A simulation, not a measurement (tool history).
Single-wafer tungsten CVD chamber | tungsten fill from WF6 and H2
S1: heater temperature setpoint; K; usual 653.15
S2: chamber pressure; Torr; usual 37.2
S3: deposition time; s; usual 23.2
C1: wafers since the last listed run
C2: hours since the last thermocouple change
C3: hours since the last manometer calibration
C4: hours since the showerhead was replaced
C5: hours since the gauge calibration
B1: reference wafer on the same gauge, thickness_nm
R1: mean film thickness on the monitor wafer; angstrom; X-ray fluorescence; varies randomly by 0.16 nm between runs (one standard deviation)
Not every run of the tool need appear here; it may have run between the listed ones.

run	hour	S1	S2	S3	C1	C2	C3	C4	C5	B1	R1
1	0.0	653.15	37.2	23.2	0	2123.7	2182.7	6481.6	217.1	54.487	517.82
2	10.5	653.15	37.2	23.2	225	2134.2	2193.2	6492.1	227.6	54.438	520.87
3	24.1	653.15	37.2	23.2	292	2147.8	2206.8	6505.7	241.2	54.599	521.72
4	31.0	653.15	37.2	23.2	148	2154.7	2213.7	6512.6	248.1	54.445	521.28
5	38.7	653.15	37.2	23.2	165	2162.4	2221.4	6520.3	255.8	54.604	521.15
6	68.7	653.15	37.2	19.8	645	2192.4	2251.4	6550.3	285.8	54.541	446.00
7	82.0	653.15	37.2	19.8	285	2205.7	2264.7	6563.6	299.1	54.531	444.36
8	89.3	653.15	37.2	19.8	156	2213.0	2272.0	6570.9	306.4	54.534	444.29
9	96.6	653.15	37.2	23.2	156	2220.3	2279.3	6578.2	313.7	54.560	524.88
10	104.6	653.15	37.2	26.3	172	2228.3	2287.3	6586.2	321.7	54.517	595.98
# hour 141.4: showerhead replaced
11	145.2	653.15	37.2	26.3	700	2268.9	2327.9	3.8	362.3	54.550	596.06
12	153.8	653.15	37.2	23.2	184	2277.5	2336.5	12.4	370.9	54.532	523.01
13	165.5	653.15	37.2	23.2	251	2289.2	2348.2	24.1	382.6	54.499	524.80
# hour 173.6: gauge calibrated
14	174.2	653.15	37.2	23.2	187	2297.9	2356.9	32.8	0.6	54.489	524.36
15	190.0	653.15	37.2	23.2	339	2313.7	2372.7	48.6	16.4	54.459	525.23
# hour 201.8: thermocouple changed; heater temperature recalibrated
16	207.0	653.15	37.2	23.2	193	5.2	2389.7	65.6	33.4	54.474	493.80
# hour 217.9: capacitance manometer re-zeroed and calibrated
17	250.6	659.15	41.3	23.2	765	48.8	32.7	109.2	77.0	54.478	591.97
18	262.3	653.15	37.2	23.2	251	60.5	44.4	120.9	88.7	54.484	490.08
19	269.9	639.15	37.2	21.3	163	68.1	52.0	128.5	96.3	54.469	323.71
20	279.6	653.15	37.2	23.2	208	77.8	61.7	138.2	106.0	54.415	491.57
21	290.1	665.15	29.7	19.0	225	88.3	72.2	148.7	116.5	54.486	476.45
22	299.3	644.15	30.3	23.2	197	97.5	81.4	157.9	125.7	54.472	363.16
23	350.7	653.15	37.2	23.2	1105	148.9	132.8	209.3	177.1	54.421	495.33
24	362.2	653.15	37.2	23.2	247	160.4	144.3	220.8	188.6	54.473	493.68
25	373.2	641.15	37.2	24.8	236	171.4	155.3	231.8	199.6	54.501	395.07
26	379.3	653.15	37.2	25.4	131	177.5	161.4	237.9	205.7	54.455	542.18
27	395.8	647.15	39.6	19.3	354	194.0	177.9	254.4	222.2	54.474	367.17
28	401.8	640.15	34.6	21.8	129	200.0	183.9	260.4	228.2	54.510	329.76
29	412.5	639.15	37.2	24.4	230	210.7	194.6	271.1	238.9	54.511	370.13
30	422.4	663.15	37.2	23.2	212	220.6	204.5	281.0	248.8	54.559	618.14
31	437.1	659.15	33.3	27.8	316	235.3	219.2	295.7	263.5	54.429	645.91
32	447.9	653.15	37.2	23.2	232	246.1	230.0	306.5	274.3	54.479	491.17
33	457.6	642.15	29.7	23.2	208	255.8	239.7	316.2	284.0	54.464	342.79

Pick out some run-to-run changes in R1. Of each, how much would a tool without hidden state show as well, from the settings, what came in and chance, and how much is left for the hidden state and any gauge scatter not in both results compared?
What the log doesn't record here: wafer temperature above the value expected at the setpoint (K); true pressure above the setpoint (%); gauge reads high (%).
Run 8 -> 9: S3 19.8 -> 23.2. R1 +80.59 angstrom: hidden state +5.49, all else +75.10.
Run 9 -> 10: S3 23.2 -> 26.3. R1 +71.10 angstrom: hidden state +4.94, all else +66.16.
Run 15 -> 16: thermocouple changed; heater temperature recalibrated. R1 -31.43 angstrom: hidden state -31.97, all else +0.54.
Run 19 -> 20: S1 639.15 -> 653.15, S3 21.3 -> 23.2. R1 +167.86 angstrom: hidden state +1.52, all else +166.34.
Run 26 -> 27: S1 653.15 -> 647.15, S2 37.2 -> 39.6, S3 25.4 -> 19.3. R1 -175.01 angstrom: hidden state -1.74, all else -173.27.
Run 29 -> 30: S1 639.15 -> 663.15, S3 24.4 -> 23.2. R1 +248.01 angstrom: hidden state +2.07, all else +245.94.
